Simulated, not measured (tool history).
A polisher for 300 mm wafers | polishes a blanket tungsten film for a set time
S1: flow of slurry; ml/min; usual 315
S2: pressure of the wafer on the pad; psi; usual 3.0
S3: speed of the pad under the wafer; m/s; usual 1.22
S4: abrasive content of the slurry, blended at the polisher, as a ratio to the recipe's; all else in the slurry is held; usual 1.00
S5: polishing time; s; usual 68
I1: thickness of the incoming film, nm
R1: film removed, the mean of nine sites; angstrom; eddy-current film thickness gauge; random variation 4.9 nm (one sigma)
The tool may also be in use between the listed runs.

run 1 hour=0.0 | S1=315 S2=3.0 S3=1.22 S4=1.10 S5=68 | I1=1273.0 | R1=3647
run 2 hour=25.6 | S1=315 S2=3.0 S3=1.22 S4=1.00 S5=68 | I1=1269.6 | R1=3517
-- hour=32.1 slurry nozzle cleaned
run 3 hour=67.5 | S1=315 S2=3.0 S3=1.22 S4=1.00 S5=68 | I1=1289.3 | R1=3543
run 4 hour=112.5 | S1=315 S2=3.0 S3=1.22 S4=1.00 S5=68 | I1=1284.4 | R1=3410
run 5 hour=143.8 | S1=315 S2=3.0 S3=1.22 S4=1.00 S5=68 | I1=1307.5 | R1=3353
run 6 hour=201.2 | S1=315 S2=3.0 S3=1.22 S4=1.10 S5=68 | I1=1272.7 | R1=3325
-- hour=257.9 slurry blender recalibrated
run 7 hour=263.3 | S1=375 S2=3.0 S3=1.22 S4=0.80 S5=85 | I1=1278.4 | R1=3726
-- hour=283.9 worn pad replaced by a new one
run 8 hour=403.6 | S1=315 S2=3.0 S3=0.92 S4=1.00 S5=54 | I1=1291.2 | R1=2173
-- hour=432.9 slurry tank refilled with fresh slurry and peroxide
run 9 hour=466.1 | S1=315 S2=2.7 S3=0.82 S4=1.20 S5=68 | I1=1299.3 | R1=2282
run 10 hour=490.3 | S1=365 S2=3.0 S3=1.06 S4=1.00 S5=84 | I1=1298.4 | R1=3883
-- hour=511.9 slurry nozzle cleaned
run 11 hour=545.9 | S1=315 S2=3.0 S3=1.54 S4=1.00 S5=68 | I1=1269.4 | R1=4437
-- hour=595.9 head pressure recalibrated
run 12 hour=599.8 | S1=315 S2=3.0 S3=1.22 S4=1.00 S5=68 | I1=1310.1 | R1=3394
run 13 hour=652.0 | S1=315 S2=3.0 S3=1.22 S4=0.80 S5=68 | I1=1291.9 | R1=3127
run 14 hour=682.6 | S1=315 S2=3.0 S3=1.22 S4=1.00 S5=68 | I1=1306.5 | R1=3283
-- hour=768.2 slurry blender recalibrated
-- hour=775.4 worn pad replaced by a new one
run 15 hour=825.3 | S1=375 S2=3.0 S3=1.22 S4=1.00 S5=68 | I1=1284.9 | R1=3662
run 16 hour=892.3 | S1=315 S2=3.0 S3=1.22 S4=1.00 S5=68 | I1=1301.0 | R1=3680
run 17 hour=935.4 | S1=315 S2=3.0 S3=1.22 S4=1.00 S5=68 | I1=1297.3 | R1=3619
-- hour=941.3 slurry tank refilled with fresh slurry and peroxide
run 18 hour=977.8 | S1=315 S2=3.0 S3=1.22 S4=1.10 S5=68 | I1=1288.1 | R1=3634
-- hour=989.8 slurry nozzle cleaned
run 19 hour=1045.2 | S1=405 S2=3.0 S3=1.22 S4=1.00 S5=68 | I1=1287.4 | R1=3559
run 20 hour=1133.5 | S1=315 S2=3.0 S3=1.54 S4=0.85 S5=47 | I1=1271.7 | R1=2800
-- hour=1158.9 worn pad replaced by a new one
run 21 hour=1178.3 | S1=220 S2=3.0 S3=0.80 S4=0.80 S5=68 | I1=1281.6 | R1=2104
-- hour=1200.6 head pressure recalibrated
run 22 hour=1248.4 | S1=315 S2=3.7 S3=1.22 S4=1.00 S5=68 | I1=1281.5 | R1=4299
-- hour=1280.2 slurry blender recalibrated
run 23 hour=1287.2 | S1=315 S2=3.0 S3=1.22 S4=1.00 S5=68 | I1=1308.4 | R1=3592
run 24 hour=1331.1 | S1=410 S2=3.0 S3=1.48 S4=0.75 S5=57 | I1=1287.9 | R1=3397
run 25 hour=1364.2 | S1=275 S2=3.0 S3=1.22 S4=1.00 S5=68 | I1=1291.6 | R1=3477
-- hour=1420.5 slurry tank refilled with fresh slurry and peroxide
run 26 hour=1429.5 | S1=315 S2=3.0 S3=1.22 S4=1.00 S5=68 | I1=1318.3 | R1=3405

The same runs without the tool's hidden state, with the same run-to-run variation:
The hidden state here: removal rate lost through wear of the pad, %; slurry flow missing at the pad, %; deviation of the head's pressure from its setpoint, %; abrasive missing from the slurry, %; peroxide lost from the slurry, %.
run=1 R1=3815
run=2 R1=3701
run=3 R1=3772
run=4 R1=3686
run=5 R1=3669
run=6 R1=3737
run=7 R1=4334
run=8 R1=2195
run=9 R1=2333
run=10 R1=3993
run=11 R1=4637
run=12 R1=3618
run=13 R1=3412
run=14 R1=3638
run=15 R1=3689
run=16 R1=3732
run=17 R1=3698
run=18 R1=3748
run=19 R1=3745
run=20 R1=3054
run=21 R1=2172
run=22 R1=4460
run=23 R1=3746
run=24 R1=3572
run=25 R1=3685
run=26 R1=3682
